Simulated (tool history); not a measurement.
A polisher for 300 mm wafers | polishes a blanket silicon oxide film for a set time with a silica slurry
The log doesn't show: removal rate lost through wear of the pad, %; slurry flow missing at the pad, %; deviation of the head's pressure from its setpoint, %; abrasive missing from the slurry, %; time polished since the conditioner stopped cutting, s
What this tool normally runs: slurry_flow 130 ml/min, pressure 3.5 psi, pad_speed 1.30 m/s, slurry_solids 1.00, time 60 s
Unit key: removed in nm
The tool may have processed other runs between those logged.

run    hour  slurry_flow  pressure  pad_speed  slurry_solids  time  wafers since the last listed run  wafers polished on this pad  hours since the slurry nozzle was cleaned  hours since the head pressure was calibrated  hours since the slurry blender was calibrated  hours since the conditioning disc was replaced  incoming thickness of the incoming film, nm  removed
  1     0.0          130       3.5       1.30           0.90    60                                 0                          369                                      428.2                                          73.8                                          342.4                                           359.6                                        717.3    114.4
  2    83.9          130       3.5       1.30           0.90    60                               776                         1145                                      512.1                                         157.7                                          426.3                                           443.5                                        734.6    111.6
  3   178.1          130       3.5       1.30           0.90    60                               871                         2017                                      606.3                                         251.9                                          520.5                                           537.7                                        740.7    103.0
      214.8  -- slurry blender recalibrated, repeated, since the last time left the tool worse
      261.7  -- slurry nozzle cleaned
  4   271.7          130       3.5       1.30           1.00    65                               838                         2855                                       10.0                                         345.5                                           56.9                                           631.3                                        712.9    188.1
      288.6  -- conditioning disc replaced and pad reconditioned
  5   374.0          130       3.5       1.30           1.00    65                               928                         3783                                      112.3                                         447.8                                          159.2                                            85.4                                        723.5    181.3
  6   436.9          130       3.5       1.30           1.00    65                               581                         4365                                      175.2                                         510.7                                          222.1                                           148.3                                        729.4    183.2
  7   494.3          130       3.5       1.30           1.00    60                               531                         4896                                      232.6                                         568.1                                          279.5                                           205.7                                        728.3    164.1
      572.3  -- worn pad replaced by a new one
  8   576.6          130       3.5       1.30           1.00    50                               724                           40                                      314.9                                         650.4                                          361.8                                           288.0                                        732.4    136.9
  9   646.5          130       3.5       1.54           1.10    60                               646                          686                                      384.8                                         720.3                                          431.7                                           357.9                                        729.2    190.9
 10   687.8          130       3.5       1.30           1.00    60                               382                         1068                                      426.1                                         761.6                                          473.0                                           399.2                                        731.3    158.7
 11   742.5          130       3.5       1.30           1.00    60                               506                         1575                                      480.8                                         816.3                                          527.7                                           453.9                                        721.1    159.2
 12   843.7          130       3.5       1.30           1.00    60                               936                         2511                                      582.0                                         917.5                                          628.9                                           555.1                                        727.8    157.5
 13   910.7          130       3.5       1.30           1.00    60                               619                         3131                                      649.0                                         984.5                                          695.9                                           622.1                                        737.5    152.1
      927.9  -- slurry blender recalibrated
      936.0  -- conditioning disc replaced and pad reconditioned
 14   973.2           95       4.1       0.88           0.80    60                               541                         3672                                      711.5                                        1047.0                                           45.3                                            37.2                                        735.9    123.4
     1008.1  -- head pressure recalibrated
     1043.8  -- slurry nozzle cleaned
 15  1059.2          130       3.5       1.30           1.00    60                               767                         4440                                       15.4                                          51.1                                          131.3                                           123.2                                        731.5    168.4
 16  1151.8          130       3.5       1.30           1.00    80                               856                         5297                                      108.0                                         143.7                                          223.9                                           215.8                                        726.1    223.9
     1223.9  -- worn pad replaced by a new one
 17  1239.5          170       3.9       1.30           1.20    60                               774                          144                                      195.7                                         231.4                                          311.6                                           303.5                                        742.6    209.8
 18  1312.6          165       4.0       1.30           0.75    78                               676                          820                                      268.8                                         304.5                                          384.7                                           376.6                                        730.5    208.4
 19  1366.6           90       3.5       1.54           0.85    67                               499                         1320                                      322.8                                         358.5                                          438.7                                           430.6                                        728.5    163.6
 20  1470.7          160       3.5       1.08           1.00    60                               963                         2283                                      426.9                                         462.6                                          542.8                                           534.7                                        729.8    142.4
     1512.7  -- slurry blender recalibrated
     1563.8  -- conditioning disc replaced and pad reconditioned
 21  1752.9          155       3.5       1.30           1.00    60                              2574                         4857                                      709.1                                         744.8                                          240.2                                           189.1                                        740.3    174.1
 22  1836.7          115       3.5       1.06           0.70    42                               775                         5633                                      792.9                                         828.6                                          324.0                                           272.9                                        722.9     76.4
     1860.8  -- worn pad replaced by a new one
     1868.9  -- slurry nozzle cleaned
 23  1943.8          130       4.0       1.30           0.75    60                               944                          758                                       74.9                                         935.7                                          431.1                                           380.0                                        728.4    154.7
 24  2029.4          130       3.5       1.54           1.00    60                               792                         1550                                      160.5                                        1021.3                                          516.7                                           465.6                                        738.3    181.0
 25  2086.1          130       3.0       1.30           1.00    60                               524                         2075                                      217.2                                        1078.0                                          573.4                                           522.3                                        723.8    136.8

For each entry between runs, how does the tool's hidden state at the last listed run before it compare with that at the first listed run after it?
In the gap between runs 3 and 4: slurry blender recalibrated, repeated, since the last time left the tool worse (hour 214.8); slurry nozzle cleaned (hour 261.7)
  abrasive missing from the slurry, %: 44.5 -> 1.57
  what was measured, less what the result would be without the hidden state, removed: -56.3 -> -1.6 nm
In the gap between runs 4 and 5: conditioning disc replaced and pad reconditioned (hour 288.6)
  abrasive missing from the slurry, %: 1.57 -> 4.33
  what was measured, less what the result would be without the hidden state, removed: -1.6 -> -4.4 nm
In the gap between runs 7 and 8: worn pad replaced by a new one (hour 572.3)
  abrasive missing from the slurry, %: 7.57 -> 9.78
  what was measured, less what the result would be without the hidden state, removed: -7.4 -> -8.2 nm
In the gap between runs 13 and 14: slurry blender recalibrated (hour 927.9); conditioning disc replaced and pad reconditioned (hour 936.0)
  abrasive missing from the slurry, %: 18.8 -> 2.61
  what was measured, less what the result would be without the hidden state, removed: -19.9 -> -2.1 nm
In the gap between runs 14 and 15: head pressure recalibrated (hour 1008.1); slurry nozzle cleaned (hour 1043.8)
  abrasive missing from the slurry, %: 2.61 -> 4.93
  what was measured, less what the result would be without the hidden state, removed: -2.1 -> -4.7 nm
In the gap between runs 16 and 17: worn pad replaced by a new one (hour 1223.9)
  abrasive missing from the slurry, %: 7.42 -> 9.78
  what was measured, less what the result would be without the hidden state, removed: -9.8 -> -11.1 nm
In the gap between runs 20 and 21: slurry blender recalibrated (hour 1512.7); conditioning disc replaced and pad reconditioned (hour 1563.8)
  abrasive missing from the slurry, %: 16 -> 6.53
  what was measured, less what the result would be without the hidden state, removed: -15.2 -> -6.6 nm
In the gap between runs 22 and 23: worn pad replaced by a new one (hour 1860.8); slurry nozzle cleaned (hour 1868.9)
  abrasive missing from the slurry, %: 8.78 -> 11.7
  what was measured, less what the result would be without the hidden state, removed: -5.0 -> -13.5 nm
